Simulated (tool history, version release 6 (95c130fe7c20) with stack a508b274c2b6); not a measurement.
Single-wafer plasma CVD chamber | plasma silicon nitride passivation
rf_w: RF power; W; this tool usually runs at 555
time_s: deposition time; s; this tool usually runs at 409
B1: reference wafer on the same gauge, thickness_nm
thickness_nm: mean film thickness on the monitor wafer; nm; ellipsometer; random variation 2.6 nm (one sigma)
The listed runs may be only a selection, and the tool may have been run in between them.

{"run": 1, "day": 0.0, "rf_w": 555, "time_s": 409, "B1": 611.414, "thickness_nm": 594.835}
{"day": 0.183, "done": "RF generator calibrated"}
{"run": 2, "day": 2.883, "rf_w": 555, "time_s": 409, "B1": 612.521, "thickness_nm": 590.49}
{"run": 3, "day": 4.154, "rf_w": 625, "time_s": 409, "B1": 612.549, "thickness_nm": 623.43}
{"run": 4, "day": 6.258, "rf_w": 625, "time_s": 409, "B1": 613.239, "thickness_nm": 625.744}
{"run": 5, "day": 8.667, "rf_w": 470, "time_s": 348, "B1": 614.489, "thickness_nm": 458.345}
{"run": 6, "day": 10.271, "rf_w": 470, "time_s": 348, "B1": 615.103, "thickness_nm": 458.26}
{"run": 7, "day": 13.125, "rf_w": 555, "time_s": 409, "B1": 614.58, "thickness_nm": 595.451}
{"run": 8, "day": 17.888, "rf_w": 640, "time_s": 409, "B1": 616.551, "thickness_nm": 635.77}
{"run": 9, "day": 20.129, "rf_w": 640, "time_s": 409, "B1": 618.198, "thickness_nm": 637.984}
{"run": 10, "day": 22.154, "rf_w": 555, "time_s": 409, "B1": 618.73, "thickness_nm": 591.099}
{"day": 22.842, "done": "gauge calibrated"}
{"run": 11, "day": 24.442, "rf_w": 555, "time_s": 409, "B1": 607.989, "thickness_nm": 583.162}
{"run": 12, "day": 27.483, "rf_w": 555, "time_s": 409, "B1": 609.149, "thickness_nm": 584.603}
{"run": 13, "day": 30.179, "rf_w": 595, "time_s": 409, "B1": 609.709, "thickness_nm": 607.381}
{"run": 14, "day": 32.333, "rf_w": 595, "time_s": 409, "B1": 609.864, "thickness_nm": 603.713}
{"run": 15, "day": 34.242, "rf_w": 595, "time_s": 409, "B1": 609.284, "thickness_nm": 607.158}
{"run": 16, "day": 35.975, "rf_w": 665, "time_s": 409, "B1": 609.114, "thickness_nm": 636.704}
{"run": 17, "day": 37.221, "rf_w": 500, "time_s": 459, "B1": 610.138, "thickness_nm": 623.371}
{"run": 18, "day": 40.038, "rf_w": 480, "time_s": 463, "B1": 609.157, "thickness_nm": 615.595}
{"run": 19, "day": 41.721, "rf_w": 520, "time_s": 486, "B1": 609.427, "thickness_nm": 675.184}
{"day": 42.667, "done": "showerhead replaced"}
{"run": 20, "day": 43.167, "rf_w": 555, "time_s": 378, "B1": 609.803, "thickness_nm": 547.743}
{"day": 43.675, "done": "RF generator calibrated"}
{"run": 21, "day": 44.888, "rf_w": 520, "time_s": 340, "B1": 610.13, "thickness_nm": 474.26}
{"run": 22, "day": 53.121, "rf_w": 555, "time_s": 409, "B1": 611.375, "thickness_nm": 593.191}
{"run": 23, "day": 54.679, "rf_w": 555, "time_s": 409, "B1": 612.355, "thickness_nm": 594.334}
{"run": 24, "day": 57.275, "rf_w": 525, "time_s": 381, "B1": 612.389, "thickness_nm": 534.705}
{"run": 25, "day": 58.429, "rf_w": 555, "time_s": 409, "B1": 613.138, "thickness_nm": 589.995}
{"run": 26, "day": 59.542, "rf_w": 650, "time_s": 409, "B1": 613.544, "thickness_nm": 640.394}
{"run": 27, "day": 60.858, "rf_w": 555, "time_s": 409, "B1": 613.755, "thickness_nm": 587.952}
{"run": 28, "day": 62.979, "rf_w": 555, "time_s": 348, "B1": 613.906, "thickness_nm": 501.225}
{"run": 29, "day": 65.538, "rf_w": 555, "time_s": 409, "B1": 613.663, "thickness_nm": 595.288}
{"run": 30, "day": 68.121, "rf_w": 665, "time_s": 409, "B1": 614.244, "thickness_nm": 642.725}
{"run": 31, "day": 70.825, "rf_w": 465, "time_s": 409, "B1": 615.3, "thickness_nm": 538.691}

Consider 3 possible next runs. They are alternatives, not a sequence: every one starts from the tool as it was left by run 31. What does each give?
{"run": "A", "day": 70.846, "rf_w": 555, "time_s": 409, "B1": "?", "thickness_nm": "?"}
{"run": "B", "day": 70.846, "rf_w": 470, "time_s": 359, "B1": "?", "thickness_nm": "?"}
{"run": "C", "day": 70.846, "rf_w": 555, "time_s": 358, "B1": "?", "thickness_nm": "?"}

run=A B1=615.658 thickness_nm=593.541
run=B B1=615.658 thickness_nm=475.913
run=C B1=615.658 thickness_nm=519.53
With the hidden condition removed and each run's random variation left untouched, the same runs would have given:
run=A thickness_nm=585.088
run=B thickness_nm=469.136
run=C thickness_nm=512.131
